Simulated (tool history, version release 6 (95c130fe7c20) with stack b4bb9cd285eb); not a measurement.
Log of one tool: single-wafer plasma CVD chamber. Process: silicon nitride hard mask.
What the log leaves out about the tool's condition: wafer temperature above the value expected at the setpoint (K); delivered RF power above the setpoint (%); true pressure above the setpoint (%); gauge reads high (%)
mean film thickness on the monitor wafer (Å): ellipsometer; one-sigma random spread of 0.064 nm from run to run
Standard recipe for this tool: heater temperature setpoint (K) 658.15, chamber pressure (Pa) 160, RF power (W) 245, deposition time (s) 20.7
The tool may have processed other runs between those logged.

run,hour,heater temperature setpoint (K),chamber pressure (Pa),RF power (W),deposition time (s),wafers since the last listed run,hours since the last thermocouple change,hours since the last RF generator calibration,hours since the last manometer calibration,hours since the showerhead was replaced,hours since the gauge calibration,"read-back reference wafer on the same gauge, thickness_nm",mean film thickness on the monitor wafer (Å)
1,0.0,658.15,160,245,20.7,0,1647.4,1293.4,823.6,2613.5,1039.9,16.387,197.85
2,16.2,658.15,129,245,17.8,422,1663.6,1309.6,839.8,2629.7,1056.1,16.372,154.70
3,29.2,658.15,175,245,20.7,338,1676.6,1322.6,852.8,2642.7,1069.1,16.350,204.29
# hour 33.0: gauge calibrated
# hour 43.2: thermocouple changed; heater temperature recalibrated
4,44.1,658.15,175,245,20.7,179,0.9,1337.5,867.7,2657.6,11.1,16.888,210.69
# hour 58.3: showerhead replaced
5,73.2,658.15,160,245,19.3,549,30.0,1366.6,896.8,14.9,40.2,16.876,190.76
6,93.8,672.15,160,245,20.7,536,50.6,1387.2,917.4,35.5,60.8,16.877,203.06
7,127.2,658.15,160,245,23.5,870,84.0,1420.6,950.8,68.9,94.2,16.862,231.37
8,158.6,658.15,120,205,18.9,818,115.4,1452.0,982.2,100.3,125.6,16.829,146.81
# hour 176.9: capacitance manometer re-zeroed and calibrated
9,193.5,663.15,191,245,20.7,701,150.3,1486.9,16.6,135.2,160.5,16.828,216.16
10,210.9,658.15,160,245,20.7,453,167.7,1504.3,34.0,152.6,177.9,16.820,203.29
# hour 222.2: RF generator calibrated
11,224.7,668.15,148,245,17.1,151,181.5,2.5,47.8,166.4,191.7,16.805,161.84
12,255.0,643.15,188,215,19.3,789,211.8,32.8,78.1,196.7,222.0,16.777,187.66
13,281.2,658.15,160,245,19.3,682,238.0,59.0,104.3,222.9,248.2,16.784,188.61
14,317.1,647.15,149,210,17.7,935,273.9,94.9,140.2,258.8,284.1,16.764,154.84
15,347.1,643.15,188,215,19.3,781,303.9,124.9,170.2,288.8,314.1,16.727,188.65
16,361.3,665.15,188,245,19.3,370,318.1,139.1,184.4,303.0,328.3,16.739,201.03
17,382.8,670.15,175,285,20.7,560,339.6,160.6,205.9,324.5,349.8,16.733,227.54
18,456.2,658.15,160,245,20.7,1913,413.0,234.0,279.3,397.9,423.2,16.690,202.06
19,475.5,658.15,160,275,20.7,503,432.3,253.3,298.6,417.2,442.5,16.693,216.56
20,502.4,668.15,160,200,20.7,701,459.2,280.2,325.5,444.1,469.4,16.669,179.52
21,522.1,658.15,123,260,20.7,513,478.9,299.9,345.2,463.8,489.1,16.676,184.78
22,604.4,658.15,160,245,20.7,2145,561.2,382.2,427.5,546.1,571.4,16.637,202.06
23,631.7,643.15,160,245,20.7,711,588.5,409.5,454.8,573.4,598.7,16.618,202.42
24,651.8,653.15,144,220,20.7,523,608.6,429.6,474.9,593.5,618.8,16.609,182.00
25,679.8,645.15,160,245,20.7,729,636.6,457.6,502.9,621.5,646.8,16.603,201.86
26,703.9,670.15,160,245,20.7,628,660.7,481.7,527.0,645.6,670.9,16.582,200.84
27,721.0,643.15,188,215,19.3,445,677.8,498.8,544.1,662.7,688.0,16.584,185.68
28,739.2,658.15,183,245,20.7,474,696.0,517.0,562.3,680.9,706.2,16.565,210.31

Here are 5 independent what-if runs from the current tool condition. What would each one return?
A,739.6,658.15,160,245,20.7,10,696.4,517.4,562.7,681.3,706.6,?,?
B,739.6,658.15,160,210,22.7,10,696.4,517.4,562.7,681.3,706.6,?,?
C,739.6,658.15,137,235,20.7,10,696.4,517.4,562.7,681.3,706.6,?,?
D,739.6,658.15,160,265,22.7,10,696.4,517.4,562.7,681.3,706.6,?,?
E,739.6,645.15,177,260,18.6,10,696.4,517.4,562.7,681.3,706.6,?,?

run,"read-back reference wafer on the same gauge, thickness_nm",mean film thickness on the monitor wafer (Å)
A,16.572,200.71
B,16.572,201.50
C,16.572,183.30
D,16.572,230.12
E,16.572,195.29
Without the tool's hidden state the same runs would have given:
run,mean film thickness on the monitor wafer (Å)
A,204.72
B,205.52
C,186.97
D,234.71
E,199.20
